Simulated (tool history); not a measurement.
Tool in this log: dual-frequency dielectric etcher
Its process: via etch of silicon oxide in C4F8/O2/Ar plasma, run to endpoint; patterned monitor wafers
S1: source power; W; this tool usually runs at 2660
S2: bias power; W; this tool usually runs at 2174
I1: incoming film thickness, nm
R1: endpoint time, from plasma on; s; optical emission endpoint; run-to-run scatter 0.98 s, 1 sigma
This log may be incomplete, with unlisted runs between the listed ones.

run 1 day=0.000 | S1=2660 S2=2174 | I1=1056.5 | R1=178.6
run 2 day=1.071 | S1=2660 S2=2174 | I1=1056.6 | R1=179.8
run 3 day=6.412 | S1=2660 S2=2174 | I1=1062.7 | R1=182.1
run 4 day=8.404 | S1=2660 S2=2174 | I1=1058.0 | R1=183.5
run 5 day=9.838 | S1=2660 S2=2174 | I1=1049.2 | R1=184.1
run 6 day=12.083 | S1=2660 S2=2174 | I1=1061.3 | R1=186.1
-- day=14.879 wet clean of the chamber
-- day=15.683 upper electrode replaced
run 7 day=15.704 | S1=2660 S2=2174 | I1=1050.0 | R1=179.1
run 8 day=16.708 | S1=2840 S2=2174 | I1=1061.1 | R1=177.6
-- day=18.688 bias power generator calibrated
run 9 day=19.258 | S1=2240 S2=2174 | I1=1054.1 | R1=190.3
run 10 day=20.358 | S1=2240 S2=2174 | I1=1055.0 | R1=190.4
run 11 day=21.608 | S1=2660 S2=1925 | I1=1059.4 | R1=187.3
run 12 day=24.150 | S1=2660 S2=1925 | I1=1062.2 | R1=192.0
run 13 day=25.992 | S1=2660 S2=1925 | I1=1048.1 | R1=190.4
run 14 day=28.217 | S1=2660 S2=2174 | I1=1057.5 | R1=185.2
run 15 day=30.850 | S1=2660 S2=2174 | I1=1062.9 | R1=189.0
run 16 day=32.208 | S1=2900 S2=2328 | I1=1061.4 | R1=179.5
-- day=34.050 wet clean of the chamber
run 17 day=34.071 | S1=2660 S2=1925 | I1=1042.8 | R1=181.6
run 18 day=36.258 | S1=3240 S2=2394 | I1=1054.7 | R1=163.9
-- day=38.400 source power generator calibrated
run 19 day=38.700 | S1=2660 S2=2174 | I1=1049.9 | R1=179.9
run 20 day=40.658 | S1=2660 S2=2174 | I1=1066.1 | R1=181.5
run 21 day=42.358 | S1=3240 S2=2642 | I1=1051.4 | R1=160.4
run 22 day=45.329 | S1=2240 S2=2388 | I1=1053.5 | R1=186.8
run 23 day=47.617 | S1=3050 S2=2512 | I1=1056.1 | R1=170.8
run 24 day=48.833 | S1=3090 S2=1753 | I1=1048.5 | R1=189.4
run 25 day=50.908 | S1=2660 S2=2705 | I1=1062.7 | R1=175.6
-- day=52.438 wet clean of the chamber
run 26 day=53.496 | S1=2420 S2=2587 | I1=1054.3 | R1=172.3
run 27 day=55.858 | S1=2460 S2=2429 | I1=1044.1 | R1=176.1
run 28 day=57.767 | S1=3200 S2=1686 | I1=1056.3 | R1=185.8
run 29 day=59.388 | S1=2170 S2=1966 | I1=1046.6 | R1=199.6
run 30 day=61.996 | S1=3170 S2=2688 | I1=1056.7 | R1=163.8
run 31 day=63.717 | S1=2660 S2=2647 | I1=1051.4 | R1=173.6
run 32 day=65.475 | S1=2660 S2=2174 | I1=1066.0 | R1=186.6
run 33 day=66.846 | S1=2480 S2=2174 | I1=1063.1 | R1=192.4
run 34 day=69.138 | S1=2660 S2=2174 | I1=1060.7 | R1=189.2
run 35 day=71.283 | S1=2660 S2=1908 | I1=1046.3 | R1=194.8
-- day=72.712 wet clean of the chamber
run 36 day=73.096 | S1=3100 S2=1789 | I1=1052.6 | R1=180.1

Alternative continuations, all from the tool just after run 36; predict every row:
run A day=73.117 | S1=2660 S2=2174 | I1=1061.2 | R1=?
run B day=73.117 | S1=2380 S2=2174 | I1=1061.2 | R1=?
run C day=73.117 | S1=3200 S2=2174 | I1=1061.2 | R1=?

run=A R1=178.5
run=B R1=184.4
run=C R1=168.7
Without the tool's hidden state the same runs would have given:
run=A R1=178.0
run=B R1=183.9
run=C R1=168.3
